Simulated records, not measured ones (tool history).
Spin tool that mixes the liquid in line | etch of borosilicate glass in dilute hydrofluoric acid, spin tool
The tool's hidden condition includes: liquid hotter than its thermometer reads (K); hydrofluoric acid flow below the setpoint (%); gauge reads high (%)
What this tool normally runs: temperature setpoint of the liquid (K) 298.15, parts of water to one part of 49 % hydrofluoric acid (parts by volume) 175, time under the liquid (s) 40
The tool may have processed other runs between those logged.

run   hour  temperature setpoint of the liquid (K)  parts of water to one part of 49 % hydrofluoric acid (parts by volume)  time under the liquid (s)  wafers since the last listed run  hours since the thermometer was replaced  hours since the hydrofluoric acid flow meter was replaced  hours since the gauge calibration  read-back film thickness of the borosilicate glass reference wafer, read on the same gauge (nm)  thickness taken off the borosilicate glass on a monitor wafer (nm)
  1    0.0                                  295.65                                                                     175                         40                                 0                                    1421.2                                                      812.1                               11.9                                                                                           110.01                                                                4.44
  2   26.3                                  295.65                                                                     175                         40                               328                                    1447.5                                                      838.4                               38.2                                                                                           110.02                                                                4.36
  3   77.4                                  298.15                                                                     175                         30                               638                                    1498.6                                                      889.5                               89.3                                                                                           110.01                                                                3.65
  4  147.8                                  298.15                                                                     175                         40                               879                                    1569.0                                                      959.9                              159.7                                                                                           109.97                                                                4.82
  5  204.5                                  298.15                                                                     175                         40                               708                                    1625.7                                                     1016.6                              216.4                                                                                           110.00                                                                4.77
  6  259.0                                  298.15                                                                     175                         55                               681                                    1680.2                                                     1071.1                              270.9                                                                                           110.01                                                                6.41
  7  287.3                                  298.15                                                                     175                         55                               353                                    1708.5                                                     1099.4                              299.2                                                                                           110.02                                                                6.39
  8  342.3                                  298.15                                                                     225                         50                               687                                    1763.5                                                     1154.4                              354.2                                                                                           110.03                                                                4.28
  9  384.0                                  298.15                                                                     225                         50                               521                                    1805.2                                                     1196.1                              395.9                                                                                           109.99                                                                4.25
 10  409.1                                  298.15                                                                     225                         50                               313                                    1830.3                                                     1221.2                              421.0                                                                                           110.02                                                                4.18
     437.2  -- hydrofluoric acid flow meter replaced
     453.6  -- thermometer replaced
     464.4  -- gauge calibrated
 11  468.2                                  303.15                                                                     250                         60                               713                                      14.6                                                       31.0                                3.8                                                                                           110.02                                                                6.24
 12  521.2                                  298.15                                                                     255                         40                               662                                      67.6                                                       84.0                               56.8                                                                                           110.02                                                                3.39
 13  589.1                                  294.15                                                                     255                         60                               848                                     135.5                                                      151.9                              124.7                                                                                           110.01                                                                4.37
 14  642.2                                  303.15                                                                     230                         60                               663                                     188.6                                                      205.0                              177.8                                                                                           110.02                                                                6.80
 15  673.4                                  299.65                                                                     140                         40                               389                                     219.8                                                      236.2                              209.0                                                                                           110.00                                                                7.25
 16  709.4                                  298.15                                                                     175                         40                               449                                     255.8                                                      272.2                              245.0                                                                                           109.99                                                                5.32
 17  761.6                                  302.65                                                                     125                         20                               652                                     308.0                                                      324.4                              297.2                                                                                           110.00                                                                4.60
 18  823.9                                  298.15                                                                     175                         40                               778                                     370.3                                                      386.7                              359.5                                                                                           110.04                                                                5.26
 19  866.1                                  298.15                                                                     175                         40                               527                                     412.5                                                      428.9                              401.7                                                                                           109.99                                                                5.14
     912.6  -- gauge calibrated
 20  933.9                                  294.65                                                                     175                         40                               847                                     480.3                                                      496.7                               21.3                                                                                           110.00                                                                4.49

Describe how what the log doesn't record of the tool's condition differs between the last listed run preceding each entry between runs and the first listed run following it.
Logged between run 10 and run 11: hydrofluoric acid flow meter replaced (hour 437.2); thermometer replaced (hour 453.6); gauge calibrated (hour 464.4)
  hydrofluoric acid flow below the setpoint (%): 13.6 -> 1.34
  difference, measured minus the result without the unlogged condition, thickness taken off the borosilicate glass on a monitor wafer (nm): -0.84 -> -0.11
Logged between run 19 and run 20: gauge calibrated (hour 912.6)
  hydrofluoric acid flow below the setpoint (%): 5.39 -> 6.08
  difference, measured minus the result without the unlogged condition, thickness taken off the borosilicate glass on a monitor wafer (nm): -0.36 -> -0.35
